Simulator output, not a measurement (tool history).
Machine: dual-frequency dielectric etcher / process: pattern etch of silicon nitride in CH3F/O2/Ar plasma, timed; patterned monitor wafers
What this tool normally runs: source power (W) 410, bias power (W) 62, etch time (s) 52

run   hour  source power (W)  bias power (W)  etch time (s)  read-back reference wafer on the same gauge, depth_nm  mean etch depth across the wafer (nm)
  1    0.0               410              62             52                                                  34.99                                  30.65
      10.3  -- wet clean of the chamber
  2   81.2               410              62             52                                                  34.98                                  32.39
  3  153.1               410              62             52                                                  34.96                                  32.00
  4  259.6               410              62             52                                                  35.04                                  31.43
  5  354.4               410              54             52                                                  34.95                                  28.88
     510.4  -- gauge calibrated
     522.7  -- wet clean of the chamber
  6  538.2               410              54             52                                                  35.02                                  30.16
  7  574.7               410              54             52                                                  35.03                                  29.58
     603.0  -- bias power generator calibrated
  8  658.6               410              62             52                                                  35.03                                  31.34
     770.8  -- upper electrode replaced, of another model than before
  9  771.3               320              51             52                                                  35.01                                  22.31

Forecast run 10:
     776.2  -- source power generator calibrated
 10  844.5               380              62             52                                                      ?                                      ?

read-back reference wafer on the same gauge, depth_nm: 34.94
mean etch depth across the wafer (nm): 29.01
With the hidden condition absent and the run-to-run variation left alone, this run would have shown mean etch depth across the wafer (nm) 30.16.
